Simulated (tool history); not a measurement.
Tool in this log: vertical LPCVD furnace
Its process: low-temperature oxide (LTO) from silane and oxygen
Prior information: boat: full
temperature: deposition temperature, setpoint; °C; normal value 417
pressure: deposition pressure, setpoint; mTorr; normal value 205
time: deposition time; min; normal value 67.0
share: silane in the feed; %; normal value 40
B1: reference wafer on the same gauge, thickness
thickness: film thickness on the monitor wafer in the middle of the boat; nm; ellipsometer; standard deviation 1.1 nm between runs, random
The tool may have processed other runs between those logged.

Run 1, day 0.000: usual settings; B1 568.15. Result: thickness 699.42 nm.
Run 2, day 0.662: usual settings; B1 568.03. Result: thickness 701.05 nm.
Run 3, day 1.242: usual settings; B1 568.00. Result: thickness 702.52 nm.
Run 4, day 1.679: usual settings; B1 568.11. Result: thickness 700.71 nm.
Run 5, day 2.321: usual settings; B1 567.86. Result: thickness 701.15 nm.
Run 6, day 4.742: usual settings; B1 567.91. Result: thickness 698.39 nm.
Run 7, day 5.267: usual settings but temperature 411 °C; B1 568.34. Result: thickness 657.53 nm.
Run 8, day 8.838: usual settings but temperature 411 °C; B1 567.85. Result: thickness 636.87 nm.
Run 9, day 9.075: usual settings; B1 568.19. Result: thickness 677.14 nm.
Run 10, day 10.312: usual settings; B1 568.18. Result: thickness 716.24 nm.
Run 11, day 10.550: usual settings but temperature 426 °C, time 87.0 min, share 42 %; B1 567.68. Result: thickness 1072.58 nm.
Run 12, day 10.921: usual settings but time 74.0 min, share 42 %; B1 567.80. Result: thickness 830.62 nm.
Run 13, day 11.738: usual settings; B1 567.66. Result: thickness 714.61 nm.
Run 14, day 12.679: usual settings but temperature 407 °C, pressure 250 mTorr; B1 568.05. Result: thickness 785.28 nm.
Run 15, day 13.471: usual settings but pressure 255 mTorr, share 38 %; B1 567.97. Result: thickness 838.14 nm.
Run 16, day 14.300: usual settings but share 47 %; B1 568.29. Result: thickness 842.26 nm.
Run 17, day 14.783: usual settings but temperature 412 °C, pressure 225 mTorr, share 36 %; B1 568.19. Result: thickness 655.80 nm.
Run 18, day 15.262: usual settings but temperature 411 °C, pressure 155 mTorr, time 77.5 min, share 37 %; B1 568.00. Result: thickness 535.79 nm.
Run 19, day 15.642: usual settings but temperature 428 °C, share 34 %; B1 567.81. Result: thickness 657.73 nm.

Taken out of this log: 5 entries between the listed runs. Where each belongs, and how the hidden state differs across it:
From run 1 to run 2: gauge calibrated (day 0.246)
  true tube temperature minus thermocouple reading, K: 3.16 -> 3.19; true pressure minus gauge reading, mTorr: -8.89 -> -8.98
  measured minus no-state result, thickness: -8.38 -> -8.48 nm
From run 7 to run 8: silane flow controller replaced (day 6.462); thermocouples replaced and temperature profile calibrated (day 8.817)
  true tube temperature minus thermocouple reading, K: 3.41 -> 0.393; true pressure minus gauge reading, mTorr: -9.55 -> -9.99
  measured minus no-state result, thickness: -7.87 -> -29.85 nm
From run 9 to run 10: pressure gauge zeroed (day 10.292)
  true tube temperature minus thermocouple reading, K: 0.404 -> 0.462; true pressure minus gauge reading, mTorr: -10 -> 0.911
  measured minus no-state result, thickness: -31.82 -> +6.56 nm
From run 12 to run 13: gauge calibrated (day 11.650)
  true tube temperature minus thermocouple reading, K: 0.49 -> 0.529; true pressure minus gauge reading, mTorr: 0.835 -> 0.734
  measured minus no-state result, thickness: +7.47 -> +6.42 nm

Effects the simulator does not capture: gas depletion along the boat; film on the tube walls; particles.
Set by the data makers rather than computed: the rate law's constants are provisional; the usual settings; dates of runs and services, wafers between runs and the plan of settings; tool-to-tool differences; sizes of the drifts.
